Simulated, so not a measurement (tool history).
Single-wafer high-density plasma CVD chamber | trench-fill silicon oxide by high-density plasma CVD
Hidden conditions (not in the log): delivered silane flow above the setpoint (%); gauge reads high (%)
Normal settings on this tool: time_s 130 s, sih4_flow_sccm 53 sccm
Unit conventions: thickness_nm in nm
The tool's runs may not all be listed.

run	hour	time_s	sih4_flow_sccm	wafers since the last listed run	hours since the silane flow controller was replaced	hours since the gauge calibration	read-back reference wafer on the same gauge, thickness_nm	thickness_nm
1	0.0	130	53	0	4184.1	265.3	604.445	684.647
2	10.0	130	53	133	4194.1	275.3	605.129	690.186
3	27.6	123	45	235	4211.7	292.9	605.050	552.518
4	44.9	130	53	231	4229.0	310.2	605.070	689.165
5	62.1	130	53	229	4246.2	327.4	605.143	684.606
6	72.9	120	53	144	4257.0	338.2	604.782	636.822
7	84.6	120	53	156	4268.7	349.9	604.931	634.387
8	92.6	130	53	106	4276.7	357.9	604.890	687.950
9	107.9	130	53	204	4292.0	373.2	605.217	687.143
10	118.8	130	53	145	4302.9	384.1	605.078	688.380
# hour 137.3: silane flow controller replaced
11	137.8	130	53	146	0.5	403.1	604.576	687.856
12	149.2	130	53	152	11.9	414.5	604.901	688.015
13	155.5	130	53	84	18.2	420.8	604.980	685.637
14	169.0	130	53	180	31.7	434.3	605.122	687.745
15	176.3	130	53	97	39.0	441.6	605.059	689.098
# hour 180.6: gauge calibrated
16	189.0	130	53	169	51.7	8.4	604.938	685.522
17	196.9	130	47	105	59.6	16.3	605.075	609.141
18	209.3	124	50	165	72.0	28.7	604.926	617.270
19	218.9	124	50	128	81.6	38.3	604.899	617.480
20	225.0	130	44	81	87.7	44.4	604.753	571.284
21	235.2	130	53	136	97.9	54.6	604.935	686.195
22	247.7	130	53	167	110.4	67.1	604.949	688.192
23	257.7	148	47	133	120.4	77.1	605.017	695.148
24	268.9	138	49	149	131.6	88.3	604.624	678.351
25	283.5	130	53	195	146.2	102.9	604.968	693.585
26	301.0	130	53	233	163.7	120.4	604.940	684.606
27	311.7	147	53	142	174.4	131.1	604.979	776.964
28	328.5	151	48	224	191.2	147.9	605.127	727.197
29	336.4	130	53	105	199.1	155.8	605.163	689.480
30	343.8	113	48	98	206.5	163.2	605.069	541.818
31	353.9	130	53	134	216.6	173.3	604.877	687.556
32	362.4	130	53	113	225.1	181.8	604.926	688.956
33	380.3	124	50	239	243.0	199.7	604.466	620.461
34	389.9	111	45	128	252.6	209.3	604.963	495.735
35	396.2	115	53	84	258.9	215.6	605.047	608.635
36	404.5	113	56	110	267.2	223.9	605.084	634.973
37	418.8	130	57	191	281.5	238.2	604.651	738.463
38	425.3	110	47	86	288.0	244.7	604.973	515.451
39	442.4	143	44	228	305.1	261.8	604.611	626.980

5 ways to go on from here, each from the tool as it stands after run 39. What would each give?
A	442.8	130	53	5	305.5	262.2	?	?
B	442.8	145	57	5	305.5	262.2	?	?
C	442.8	118	53	5	305.5	262.2	?	?
D	442.8	104	57	5	305.5	262.2	?	?
E	442.8	110	45	5	305.5	262.2	?	?

run	read-back reference wafer on the same gauge, thickness_nm	thickness_nm
A	605.160	686.957
B	605.160	824.049
C	605.160	623.545
D	605.160	591.042
E	605.160	493.532
With the hidden condition removed and each run's random variation left untouched, the same runs would have given:
run	thickness_nm
A	686.957
B	824.049
C	623.545
D	591.042
E	493.532
